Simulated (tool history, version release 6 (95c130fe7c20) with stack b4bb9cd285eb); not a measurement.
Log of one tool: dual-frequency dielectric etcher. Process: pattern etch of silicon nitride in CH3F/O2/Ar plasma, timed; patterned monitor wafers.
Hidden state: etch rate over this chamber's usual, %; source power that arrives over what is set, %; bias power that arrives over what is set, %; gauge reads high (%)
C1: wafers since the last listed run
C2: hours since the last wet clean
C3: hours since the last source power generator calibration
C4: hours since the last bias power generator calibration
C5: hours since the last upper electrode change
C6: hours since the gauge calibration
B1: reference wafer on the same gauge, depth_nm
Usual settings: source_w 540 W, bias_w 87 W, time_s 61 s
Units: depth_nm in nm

{"run": 1, "hour": 0.0, "source_w": 540, "bias_w": 71, "time_s": 61, "C1": 0, "C2": 277.3, "C3": 1298.6, "C4": 2683.3, "C5": 3543.5, "C6": 73, "B1": 54, "depth_nm": 54.7}
{"run": 2, "hour": 15.7, "source_w": 610, "bias_w": 87, "time_s": 61, "C1": 135, "C2": 293, "C3": 1314.3, "C4": 2699, "C5": 3559.2, "C6": 88.7, "B1": 54, "depth_nm": 61.5}
{"run": 3, "hour": 27.2, "source_w": 610, "bias_w": 87, "time_s": 61, "C1": 99, "C2": 304.5, "C3": 1325.8, "C4": 2710.5, "C5": 3570.7, "C6": 100.2, "B1": 54, "depth_nm": 61.5}
{"run": 4, "hour": 37.9, "source_w": 440, "bias_w": 87, "time_s": 61, "C1": 92, "C2": 315.2, "C3": 1336.5, "C4": 2721.2, "C5": 3581.4, "C6": 110.9, "B1": 54, "depth_nm": 54.9}
{"run": 5, "hour": 57.1, "source_w": 440, "bias_w": 87, "time_s": 61, "C1": 165, "C2": 334.4, "C3": 1355.7, "C4": 2740.4, "C5": 3600.6, "C6": 130.1, "B1": 54, "depth_nm": 55.1}
{"run": 6, "hour": 63.9, "source_w": 540, "bias_w": 87, "time_s": 61, "C1": 58, "C2": 341.2, "C3": 1362.5, "C4": 2747.2, "C5": 3607.4, "C6": 136.9, "B1": 54, "depth_nm": 59.2}
{"hour": 100.8, "done": "upper electrode replaced"}
{"run": 7, "hour": 101.3, "source_w": 540, "bias_w": 87, "time_s": 61, "C1": 115, "C2": 378.6, "C3": 1399.9, "C4": 2784.6, "C5": 0.5, "C6": 174.3, "B1": 54, "depth_nm": 59.2}
{"run": 8, "hour": 101.6, "source_w": 540, "bias_w": 87, "time_s": 61, "C1": 2, "C2": 378.9, "C3": 1400.2, "C4": 2784.9, "C5": 0.8, "C6": 174.6, "B1": 54, "depth_nm": 59.8}
{"run": 9, "hour": 102.0, "source_w": 540, "bias_w": 87, "time_s": 61, "C1": 3, "C2": 379.3, "C3": 1400.6, "C4": 2785.3, "C5": 1.2, "C6": 175, "B1": 54, "depth_nm": 59.6}
{"run": 10, "hour": 107.5, "source_w": 500, "bias_w": 68, "time_s": 49, "C1": 47, "C2": 384.8, "C3": 1406.1, "C4": 2790.8, "C5": 6.7, "C6": 180.5, "B1": 54, "depth_nm": 43.1}
{"run": 11, "hour": 113.9, "source_w": 540, "bias_w": 95, "time_s": 44, "C1": 55, "C2": 391.2, "C3": 1412.5, "C4": 2797.2, "C5": 13.1, "C6": 186.9, "B1": 54, "depth_nm": 44.2}
{"hour": 120.5, "done": "gauge calibrated"}
{"hour": 154.5, "done": "wet clean of the chamber"}
{"hour": 157.0, "done": "source power generator calibrated"}
{"run": 12, "hour": 157.5, "source_w": 540, "bias_w": 87, "time_s": 61, "C1": 147, "C2": 3, "C3": 0.5, "C4": 2840.8, "C5": 56.7, "C6": 37, "B1": 54, "depth_nm": 57.5}
{"run": 13, "hour": 157.8, "source_w": 460, "bias_w": 68, "time_s": 77, "C1": 2, "C2": 3.3, "C3": 0.8, "C4": 2841.1, "C5": 57, "C6": 37.3, "B1": 54, "depth_nm": 63.5}
{"run": 14, "hour": 158.1, "source_w": 580, "bias_w": 87, "time_s": 61, "C1": 2, "C2": 3.6, "C3": 1.1, "C4": 2841.4, "C5": 57.3, "C6": 37.6, "B1": 54, "depth_nm": 59.1}
{"hour": 169.4, "done": "bias power generator calibrated"}
{"run": 15, "hour": 172.0, "source_w": 630, "bias_w": 96, "time_s": 51.5, "C1": 85, "C2": 17.5, "C3": 15, "C4": 2.6, "C5": 71.2, "C6": 51.5, "B1": 54, "depth_nm": 53}

Forecast run 16:
{"run": 16, "hour": 181.1, "source_w": 440, "bias_w": 73, "time_s": 61, "C1": 78, "C2": 26.6, "C3": 24.1, "C4": 11.7, "C5": 80.3, "C6": 60.6, "B1": "?", "depth_nm": "?"}

{"run 16": {"B1": 54, "depth_nm": 50.8}}
Without the tool's hidden state the same run would have given depth_nm 50.1 nm.
